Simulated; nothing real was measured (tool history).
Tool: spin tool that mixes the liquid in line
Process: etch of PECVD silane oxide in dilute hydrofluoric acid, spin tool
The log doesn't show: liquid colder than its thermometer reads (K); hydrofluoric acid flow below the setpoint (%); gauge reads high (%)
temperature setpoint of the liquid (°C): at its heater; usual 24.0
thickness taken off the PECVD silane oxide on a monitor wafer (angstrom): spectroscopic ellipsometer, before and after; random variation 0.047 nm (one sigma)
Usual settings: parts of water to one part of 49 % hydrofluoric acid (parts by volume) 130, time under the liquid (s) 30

run,hour,temperature setpoint of the liquid (°C),parts of water to one part of 49 % hydrofluoric acid (parts by volume),time under the liquid (s),wafers since the last listed run,hours since the thermometer was replaced,hours since the hydrofluoric acid flow meter was replaced,hours since the gauge calibration,"read-back film thickness of the PECVD silane oxide reference wafer, read on the same gauge (nm)",thickness taken off the PECVD silane oxide on a monitor wafer (angstrom)
1,0.0,24.0,130,30,0,1494.6,1289.2,215.9,49.98,111.7
2,25.3,24.0,130,30,302,1519.9,1314.5,241.2,50.02,111.0
3,44.0,24.0,130,30,223,1538.6,1333.2,259.9,49.96,112.4
4,70.5,24.0,130,45,317,1565.1,1359.7,286.4,50.02,167.4
5,86.5,24.0,130,45,191,1581.1,1375.7,302.4,50.01,167.9
6,116.6,24.0,130,45,360,1611.2,1405.8,332.5,50.03,167.2
# hour 130.3: thermometer replaced
7,144.0,21.0,130,30,316,13.7,1433.2,359.9,50.04,99.2
8,169.1,21.0,130,30,300,38.8,1458.3,385.0,50.03,99.9
# hour 192.1: hydrofluoric acid flow meter replaced
9,197.9,20.0,130,30,332,67.6,5.8,413.8,50.05,95.7
10,233.0,28.5,170,30,420,102.7,40.9,448.9,50.01,96.2
# hour 247.1: gauge calibrated
11,258.3,20.0,130,30,302,128.0,66.2,11.2,49.98,96.0
12,277.9,24.0,130,35,234,147.6,85.8,30.8,49.99,130.9
13,293.4,20.0,130,30,185,163.1,101.3,46.3,49.96,96.3

Forecast run 14:
14,326.4,25.5,185,30,395,196.1,134.3,79.3,?,?

Run 14 gave read-back film thickness of the PECVD silane oxide reference wafer, read on the same gauge (nm) 49.99, thickness taken off the PECVD silane oxide on a monitor wafer (angstrom) 79.0.
Without the tool's hidden state the same run would have given thickness taken off the PECVD silane oxide on a monitor wafer (angstrom) 79.0.
